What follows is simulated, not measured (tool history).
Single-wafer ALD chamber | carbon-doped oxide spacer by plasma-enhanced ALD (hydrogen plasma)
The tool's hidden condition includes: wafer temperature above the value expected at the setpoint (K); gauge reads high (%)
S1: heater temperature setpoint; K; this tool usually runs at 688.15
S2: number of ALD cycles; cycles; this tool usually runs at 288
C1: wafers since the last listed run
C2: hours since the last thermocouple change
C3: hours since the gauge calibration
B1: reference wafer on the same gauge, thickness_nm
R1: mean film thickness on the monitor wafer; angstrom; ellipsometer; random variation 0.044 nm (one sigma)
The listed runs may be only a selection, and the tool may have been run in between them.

Run 1, day 0: usual settings; C1 0; C2 1342.5; C3 646.5; B1 17.492. Result: R1 147.89 angstrom.
Run 2, day 2.679: usual settings but S1 698.15 K, S2 313 cycles; C1 50; C2 1406.8; C3 710.8; B1 17.495. Result: R1 156.02 angstrom.
Run 3, day 3.883: usual settings but S2 257 cycles; C1 22; C2 1435.7; C3 739.7; B1 17.506. Result: R1 132.77 angstrom.
Run 4, day 6.183: usual settings but S2 257 cycles; C1 43; C2 1490.9; C3 794.9; B1 17.502. Result: R1 132.14 angstrom.
Run 5, day 7.988: usual settings but S2 257 cycles; C1 34; C2 1534.2; C3 838.2; B1 17.495. Result: R1 131.02 angstrom.
Run 6, day 14.029: usual settings; C1 114; C2 1679.2; C3 983.2; B1 17.513. Result: R1 147.91 angstrom.
At day 15.108: gauge calibrated.
Run 7, day 15.817: usual settings; C1 33; C2 1722.1; C3 17; B1 17.482. Result: R1 148.86 angstrom.
Run 8, day 18.696: usual settings; C1 54; C2 1791.2; C3 86.1; B1 17.507. Result: R1 148.35 angstrom.
Run 9, day 20.104: usual settings but S2 330 cycles; C1 26; C2 1825; C3 119.9; B1 17.489. Result: R1 170.31 angstrom.
Run 10, day 21.908: usual settings but S2 330 cycles; C1 34; C2 1868.3; C3 163.2; B1 17.501. Result: R1 170.83 angstrom.
Run 11, day 23.325: usual settings but S2 330 cycles; C1 26; C2 1902.3; C3 197.2; B1 17.496. Result: R1 169.77 angstrom.
Run 12, day 25.367: usual settings; C1 38; C2 1951.3; C3 246.2; B1 17.494. Result: R1 148.5 angstrom.
At day 27.462: thermocouple changed; heater temperature recalibrated.
Run 13, day 28.354: usual settings; C1 50; C2 21.4; C3 317.9; B1 17.506. Result: R1 145.62 angstrom.
Run 14, day 30.546: usual settings; C1 41; C2 74; C3 370.5; B1 17.485. Result: R1 147.08 angstrom.
Run 15, day 31.692: usual settings; C1 21; C2 101.5; C3 398; B1 17.483. Result: R1 146.38 angstrom.
Run 16, day 36.646: usual settings; C1 93; C2 220.4; C3 516.9; B1 17.491. Result: R1 147.2 angstrom.
Run 17, day 38.229: usual settings; C1 30; C2 258.4; C3 554.9; B1 17.514. Result: R1 145.28 angstrom.
Run 18, day 39.608: usual settings but S1 694.15 K; C1 26; C2 291.5; C3 588; B1 17.495. Result: R1 143.43 angstrom.
Run 19, day 40.925: usual settings but S1 694.15 K; C1 24; C2 323.1; C3 619.6; B1 17.506. Result: R1 143.78 angstrom.
Run 20, day 43.512: usual settings but S2 243 cycles; C1 49; C2 385.2; C3 681.7; B1 17.506. Result: R1 123.52 angstrom.
Run 21, day 45.042: usual settings but S1 698.15 K, S2 238 cycles; C1 28; C2 421.9; C3 718.4; B1 17.503. Result: R1 117.71 angstrom.
Run 22, day 46.312: usual settings but S1 698.15 K, S2 326 cycles; C1 24; C2 452.4; C3 748.9; B1 17.503. Result: R1 161.48 angstrom.
Run 23, day 48.462: usual settings; C1 40; C2 504; C3 800.5; B1 17.502. Result: R1 146.41 angstrom.
Run 24, day 50.821: usual settings; C1 44; C2 560.6; C3 857.1; B1 17.502. Result: R1 146.94 angstrom.
Run 25, day 52.05: usual settings but S1 684.15 K; C1 23; C2 590.1; C3 886.6; B1 17.502. Result: R1 147.37 angstrom.
Run 26, day 53.917: usual settings; C1 35; C2 634.9; C3 931.4; B1 17.496. Result: R1 145.99 angstrom.
Run 27, day 55.029: usual settings but S1 679.15 K, S2 231 cycles; C1 21; C2 661.6; C3 958.1; B1 17.501. Result: R1 120.67 angstrom.
Run 28, day 57.517: usual settings; C1 47; C2 721.3; C3 1017.8; B1 17.501. Result: R1 147.15 angstrom.
Run 29, day 58.988: usual settings but S1 697.15 K, S2 240 cycles; C1 27; C2 756.6; C3 1053.1; B1 17.494. Result: R1 119.36 angstrom.
At day 59.412: gauge calibrated.
Run 30, day 61.546: usual settings but S1 696.15 K, S2 233 cycles; C1 48; C2 818; C3 51.2; B1 17.512. Result: R1 116.43 angstrom.
Run 31, day 63.667: usual settings but S1 700.15 K, S2 313 cycles; C1 40; C2 868.9; C3 102.1; B1 17.489. Result: R1 154.33 angstrom.
Run 32, day 66.362: usual settings but S1 676.15 K, S2 241 cycles; C1 51; C2 933.6; C3 166.8; B1 17.494. Result: R1 127.1 angstrom.
Run 33, day 67.858: usual settings but S1 677.15 K, S2 322 cycles; C1 28; C2 969.5; C3 202.7; B1 17.501. Result: R1 168.94 angstrom.
Run 34, day 70.638: usual settings but S1 698.15 K, S2 338 cycles; C1 52; C2 1036.2; C3 269.4; B1 17.501. Result: R1 168.7 angstrom.
Run 35, day 72.529: usual settings but S1 699.15 K, S2 252 cycles; C1 35; C2 1081.6; C3 314.8; B1 17.507. Result: R1 125.16 angstrom.
Run 36, day 75.146: usual settings but S1 678.15 K, S2 322 cycles; C1 49; C2 1144.4; C3 377.6; B1 17.508. Result: R1 169.94 angstrom.
Run 37, day 77.204: usual settings but S2 257 cycles; C1 39; C2 1193.8; C3 427; B1 17.48. Result: R1 131.57 angstrom.
Run 38, day 79.788: usual settings; C1 48; C2 1255.8; C3 489; B1 17.512. Result: R1 147.38 angstrom.
Run 39, day 82.308: usual settings but S1 702.15 K, S2 321 cycles; C1 47; C2 1316.3; C3 549.5; B1 17.508. Result: R1 158.09 angstrom.
Run 40, day 84.796: usual settings but S1 699.15 K, S2 240 cycles; C1 47; C2 1376; C3 609.2; B1 17.509. Result: R1 119.4 angstrom.

A few steps of R1 between consecutive runs. Split each: what settings, incoming material and random variation would produce without the hidden state, and what is left over for the hidden state, along with gauge scatter present in only one of the two compared results (measured, and without hidden state):
Run 5 -> 6: S2 257 -> 288. R1 +16.89 angstrom: hidden state +0.45, all else +16.44.
Run 8 -> 9: S2 288 -> 330. R1 +21.96 angstrom: hidden state +0.37, all else +21.59.
Run 12 -> 13: thermocouple changed; heater temperature recalibrated. R1 -2.88 angstrom: hidden state -2.44, all else -0.44.
Run 21 -> 22: S2 238 -> 326. R1 +43.77 angstrom: hidden state -0.02, all else +43.79.
Run 34 -> 35: S1 698.15 -> 699.15, S2 338 -> 252. R1 -43.54 angstrom: hidden state -0.1, all else -43.44.
Run 35 -> 36: S1 699.15 -> 678.15, S2 252 -> 322. R1 +44.78 angstrom: hidden state +0.23, all else +44.55.
